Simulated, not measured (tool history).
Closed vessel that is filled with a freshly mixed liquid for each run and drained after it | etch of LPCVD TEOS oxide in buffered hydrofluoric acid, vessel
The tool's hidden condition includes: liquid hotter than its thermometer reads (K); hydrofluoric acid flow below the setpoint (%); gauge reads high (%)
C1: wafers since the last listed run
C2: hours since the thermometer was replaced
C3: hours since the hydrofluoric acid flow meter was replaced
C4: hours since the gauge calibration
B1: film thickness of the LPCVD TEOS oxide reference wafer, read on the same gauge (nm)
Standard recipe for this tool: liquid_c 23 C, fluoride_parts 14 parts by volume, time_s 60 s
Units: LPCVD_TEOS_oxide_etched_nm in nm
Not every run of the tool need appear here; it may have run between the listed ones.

Run 1, hour 0: usual settings; C1 0; C2 924.5; C3 323.7; C4 1092.1; B1 70.02. Result: LPCVD_TEOS_oxide_etched_nm 118.32 nm.
Run 2, hour 80: usual settings; C1 7199; C2 1004.5; C3 403.7; C4 1172.1; B1 69.97. Result: LPCVD_TEOS_oxide_etched_nm 118.25 nm.
Run 3, hour 186.3: usual settings; C1 9566; C2 1110.8; C3 510; C4 1278.4; B1 69.99. Result: LPCVD_TEOS_oxide_etched_nm 118.85 nm.
Run 4, hour 243.2: usual settings; C1 5120; C2 1167.7; C3 566.9; C4 1335.3; B1 69.99. Result: LPCVD_TEOS_oxide_etched_nm 117.71 nm.
At hour 296.8: hydrofluoric acid flow meter replaced.
Run 5, hour 343.2: usual settings; C1 8909; C2 1267.7; C3 46.4; C4 1435.3; B1 70. Result: LPCVD_TEOS_oxide_etched_nm 117.34 nm.
Run 6, hour 409.9: usual settings; C1 6002; C2 1334.4; C3 113.1; C4 1502; B1 70.02. Result: LPCVD_TEOS_oxide_etched_nm 118.54 nm.
Run 7, hour 498.1: usual settings; C1 7937; C2 1422.6; C3 201.3; C4 1590.2; B1 69.99. Result: LPCVD_TEOS_oxide_etched_nm 119.11 nm.
Run 8, hour 570.1: usual settings but liquid_c 24.5 C, fluoride_parts 17 parts by volume; C1 6479; C2 1494.6; C3 273.3; C4 1662.2; B1 70. Result: LPCVD_TEOS_oxide_etched_nm 107.47 nm.
At hour 824.7: thermometer replaced.
Run 9, hour 870.7: usual settings; C1 26961; C2 46; C3 573.9; C4 1962.8; B1 70.01. Result: LPCVD_TEOS_oxide_etched_nm 112.22 nm.
Run 10, hour 953.4: usual settings but liquid_c 27.5 C, fluoride_parts 16 parts by volume, time_s 30 s; C1 7442; C2 128.7; C3 656.6; C4 2045.5; B1 69.99. Result: LPCVD_TEOS_oxide_etched_nm 62.34 nm.
At hour 956.1: hydrofluoric acid flow meter replaced.
At hour 976.3: gauge calibrated.
Run 11, hour 1006.7: usual settings but liquid_c 26.5 C; C1 4706; C2 182; C3 50.6; C4 30.4; B1 70.01. Result: LPCVD_TEOS_oxide_etched_nm 136.11 nm.
Run 12, hour 1078.9: usual settings but liquid_c 19 C, fluoride_parts 12 parts by volume, time_s 30 s; C1 6497; C2 254.2; C3 122.8; C4 102.6; B1 70. Result: LPCVD_TEOS_oxide_etched_nm 52.57 nm.
Run 13, hour 1286.8: usual settings but liquid_c 21.5 C, fluoride_parts 11.5 parts by volume, time_s 30 s; C1 18709; C2 462.1; C3 330.7; C4 310.5; B1 70. Result: LPCVD_TEOS_oxide_etched_nm 63.44 nm.
Run 14, hour 1370.3: usual settings but liquid_c 18.5 C, fluoride_parts 16.5 parts by volume, time_s 95 s; C1 7514; C2 545.6; C3 414.2; C4 394; B1 70. Result: LPCVD_TEOS_oxide_etched_nm 119.02 nm.
Run 15, hour 1606.5: usual settings but liquid_c 20 C, fluoride_parts 18 parts by volume, time_s 80 s; C1 21256; C2 781.8; C3 650.4; C4 630.2; B1 69.99. Result: LPCVD_TEOS_oxide_etched_nm 103 nm.

The next listed run, before its measurement:
At hour 1701: hydrofluoric acid flow meter replaced.
Run 16, hour 1709.3: usual settings but liquid_c 20 C, fluoride_parts 18 parts by volume, time_s 80 s; C1 9161; C2 884.6; C3 8.3; C4 733; B1 ?. Result: LPCVD_TEOS_oxide_etched_nm ?.

{"run 16": {"B1": 70, "LPCVD_TEOS_oxide_etched_nm": 102.23}}
Had the tool carried no hidden state, the very same run would have given LPCVD_TEOS_oxide_etched_nm 98.19 nm.

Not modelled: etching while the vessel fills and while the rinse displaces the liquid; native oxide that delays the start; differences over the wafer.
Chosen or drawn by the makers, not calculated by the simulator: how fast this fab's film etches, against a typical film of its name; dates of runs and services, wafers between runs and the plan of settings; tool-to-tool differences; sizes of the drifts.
